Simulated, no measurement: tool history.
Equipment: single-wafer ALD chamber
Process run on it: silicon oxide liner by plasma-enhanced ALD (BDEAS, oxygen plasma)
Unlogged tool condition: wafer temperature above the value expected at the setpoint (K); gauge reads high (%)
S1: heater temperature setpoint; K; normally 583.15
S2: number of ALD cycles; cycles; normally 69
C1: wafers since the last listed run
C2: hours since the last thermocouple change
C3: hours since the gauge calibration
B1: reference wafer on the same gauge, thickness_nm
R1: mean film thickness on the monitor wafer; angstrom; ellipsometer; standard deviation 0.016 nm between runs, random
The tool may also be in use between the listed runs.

run    hour      S1  S2    C1      C2      C3     B1     R1
  1     0.0  583.15  69     0  1089.4   751.4  6.136  64.76
  2    92.1  583.15  69   360  1181.5   843.5  6.140  64.67
  3   172.4  583.15  69   314  1261.8   923.8  6.137  64.47
  4   259.4  583.15  69   340  1348.8  1010.8  6.143  64.83
  5   335.4  583.15  69   297  1424.8  1086.8  6.139  64.35
  6   402.0  583.15  69   260  1491.4  1153.4  6.141  64.64
  7   500.0  590.15  69   383  1589.4  1251.4  6.146  63.98
  8   568.2  590.15  69   266  1657.6  1319.6  6.146  64.22
  9   663.1  592.15  69   371  1752.5  1414.5  6.133  64.03
 10   755.5  592.15  69   361  1844.9  1506.9  6.137  63.61
 11   857.7  592.15  69   400  1947.1  1609.1  6.143  63.47
 12   940.0  583.15  69   322  2029.4  1691.4  6.141  64.70
 13   995.9  583.15  69   218  2085.3  1747.3  6.139  64.65
 14  1084.8  583.15  61   347  2174.2  1836.2  6.143  57.01
 15  1121.7  571.15  69   144  2211.1  1873.1  6.134  65.70
 16  1223.9  583.15  69   400  2313.3  1975.3  6.147  64.57
 17  1321.5  583.15  69   382  2410.9  2072.9  6.144  64.77
 18  1365.1  583.15  69   170  2454.5  2116.5  6.133  64.83
 19  1416.7  583.15  69   201  2506.1  2168.1  6.136  64.66
 20  1476.5  583.15  73   234  2565.9  2227.9  6.142  68.39
 21  1565.4  583.15  74   347  2654.8  2316.8  6.142  69.08
 22  1652.3  578.15  57   340  2741.7  2403.7  6.145  53.49
 23  1726.6  571.15  56   290  2816.0  2478.0  6.142  53.27
     1739.0  -- thermocouple changed; heater temperature recalibrated
 24  1779.2  571.15  73   174    40.2  2530.6  6.139  70.01
 25  1823.3  571.15  61   172    84.3  2574.7  6.147  58.46
 26  1929.0  583.15  69   413   190.0  2680.4  6.144  64.90
 27  1967.7  598.15  74   151   228.7  2719.1  6.135  68.21
 28  2012.6  583.15  69   175   273.6  2764.0  6.137  65.06
 29  2062.5  591.15  62   195   323.5  2813.9  6.138  57.94
 30  2107.8  592.15  69   177   368.8  2859.2  6.142  64.11
 31  2157.8  583.15  69   195   418.8  2909.2  6.142  64.72
 32  2255.1  583.15  80   380   516.1  3006.5  6.138  75.21
     2270.1  -- gauge calibrated
 33  2349.1  576.15  75   367   610.1    79.0  6.142  71.25
 34  2436.7  590.15  62   342   697.7   166.6  6.144  57.46
 35  2479.9  571.15  60   169   740.9   209.8  6.143  57.49
 36  2573.0  579.15  65   364   834.0   302.9  6.138  61.35
 37  2841.7  571.15  59  1051  1102.7   571.6  6.141  56.45
 38  2881.3  573.15  69   155  1142.3   611.2  6.140  65.41

Some steps in R1 between neighbouring runs. How much of each would the tool show without its hidden state too (settings, what came in, random variation), and how much is left for the hidden state, with any gauge scatter that isn't in both results?
Run 14 -> 15: S1 583.15 -> 571.15, S2 61 -> 69. R1 +8.69 angstrom: hidden state -0.26, all else +8.95.
Run 21 -> 22: S1 583.15 -> 578.15, S2 74 -> 57. R1 -15.59 angstrom: hidden state +0.12, all else -15.71.
Run 23 -> 24: S2 56 -> 73, thermocouple changed; heater temperature recalibrated. R1 +16.74 angstrom: hidden state +0.52, all else +16.22.
Run 33 -> 34: S1 576.15 -> 590.15, S2 75 -> 62. R1 -13.79 angstrom: hidden state +0.01, all else -13.80.
Run 36 -> 37: S1 579.15 -> 571.15, S2 65 -> 59. R1 -4.90 angstrom: hidden state -0.20, all else -4.70.
